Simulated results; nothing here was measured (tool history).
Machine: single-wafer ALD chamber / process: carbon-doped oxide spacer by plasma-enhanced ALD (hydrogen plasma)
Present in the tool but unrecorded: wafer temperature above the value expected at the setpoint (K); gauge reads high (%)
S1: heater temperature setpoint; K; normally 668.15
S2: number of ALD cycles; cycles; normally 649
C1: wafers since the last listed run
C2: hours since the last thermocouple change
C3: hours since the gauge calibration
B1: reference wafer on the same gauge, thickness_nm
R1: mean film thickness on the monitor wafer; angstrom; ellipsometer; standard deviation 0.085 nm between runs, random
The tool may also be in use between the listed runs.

run 1 day=0 | S1=674.15 S2=649 | C1=0 C2=1148.7 C3=312.5 | B1=28.968 | R1=333.31
run 2 day=0.554 | S1=674.15 S2=649 | C1=6 C2=1162 C3=325.8 | B1=28.945 | R1=332.94
run 3 day=1.662 | S1=674.15 S2=649 | C1=13 C2=1188.6 C3=352.4 | B1=28.915 | R1=331.01
run 4 day=2.679 | S1=664.15 S2=649 | C1=12 C2=1213 C3=376.8 | B1=28.922 | R1=334.2
run 5 day=3.696 | S1=664.15 S2=649 | C1=12 C2=1237.4 C3=401.2 | B1=28.898 | R1=335.39
run 6 day=4.496 | S1=664.15 S2=649 | C1=9 C2=1256.6 C3=420.4 | B1=28.893 | R1=331.92
run 7 day=5.621 | S1=668.15 S2=616 | C1=13 C2=1283.6 C3=447.4 | B1=28.858 | R1=315.65
run 8 day=7.012 | S1=668.15 S2=616 | C1=16 C2=1317 C3=480.8 | B1=28.861 | R1=316.36
run 9 day=8.35 | S1=668.15 S2=616 | C1=16 C2=1349.1 C3=512.9 | B1=28.821 | R1=315.08
run 10 day=9.8 | S1=668.15 S2=649 | C1=17 C2=1383.9 C3=547.7 | B1=28.835 | R1=333.8
run 11 day=11.188 | S1=657.15 S2=649 | C1=16 C2=1417.2 C3=581 | B1=28.846 | R1=331.73
run 12 day=11.996 | S1=657.15 S2=649 | C1=9 C2=1436.6 C3=600.4 | B1=28.819 | R1=332.9
run 13 day=13.025 | S1=657.15 S2=649 | C1=12 C2=1461.3 C3=625.1 | B1=28.811 | R1=331.89
run 14 day=13.988 | S1=668.15 S2=611 | C1=11 C2=1484.4 C3=648.2 | B1=28.833 | R1=312.94
run 15 day=14.946 | S1=673.15 S2=649 | C1=11 C2=1507.4 C3=671.2 | B1=28.797 | R1=330.17
run 16 day=15.558 | S1=660.15 S2=606 | C1=7 C2=1522.1 C3=685.9 | B1=28.805 | R1=311.6
run 17 day=16.154 | S1=668.15 S2=649 | C1=7 C2=1536.4 C3=700.2 | B1=28.796 | R1=332.96
-- day=16.312 gauge calibrated
run 18 day=17.3 | S1=674.15 S2=649 | C1=13 C2=1563.9 C3=23.7 | B1=29.446 | R1=337.91
run 19 day=18.283 | S1=662.15 S2=649 | C1=11 C2=1587.5 C3=47.3 | B1=29.368 | R1=339.67
run 20 day=19.621 | S1=661.15 S2=561 | C1=16 C2=1619.6 C3=79.4 | B1=29.293 | R1=292.57
run 21 day=20.775 | S1=682.15 S2=649 | C1=14 C2=1647.3 C3=107.1 | B1=29.241 | R1=325.15
-- day=21.567 thermocouple changed; heater temperature recalibrated
run 22 day=21.983 | S1=668.15 S2=591 | C1=10 C2=10 C3=136.1 | B1=29.152 | R1=306.65
run 23 day=22.962 | S1=668.15 S2=724 | C1=11 C2=33.5 C3=159.6 | B1=29.084 | R1=375.92
run 24 day=24.383 | S1=662.15 S2=538 | C1=17 C2=67.6 C3=193.7 | B1=29.056 | R1=277.1
run 25 day=25.883 | S1=682.15 S2=649 | C1=18 C2=103.6 C3=229.7 | B1=28.988 | R1=324.07
run 26 day=26.904 | S1=668.15 S2=649 | C1=12 C2=128.1 C3=254.2 | B1=29 | R1=334.39
run 27 day=28.154 | S1=661.15 S2=580 | C1=15 C2=158.1 C3=284.2 | B1=28.953 | R1=298.87

What if the next run were any one of these 3? Each begins from the tool's condition after run 27:
run A day=28.212 | S1=668.15 S2=649 | C1=0 C2=159.5 C3=285.6 | B1=? | R1=?
run B day=28.212 | S1=680.15 S2=553 | C1=0 C2=159.5 C3=285.6 | B1=? | R1=?
run C day=28.212 | S1=680.15 S2=705 | C1=0 C2=159.5 C3=285.6 | B1=? | R1=?

run=A B1=28.977 R1=334.78
run=B B1=28.977 R1=277.83
run=C B1=28.977 R1=354.2
Take away the tool's hidden state, keep each run's random variation, and the runs would have read:
run=A R1=341.21
run=B R1=283.17
run=C R1=361

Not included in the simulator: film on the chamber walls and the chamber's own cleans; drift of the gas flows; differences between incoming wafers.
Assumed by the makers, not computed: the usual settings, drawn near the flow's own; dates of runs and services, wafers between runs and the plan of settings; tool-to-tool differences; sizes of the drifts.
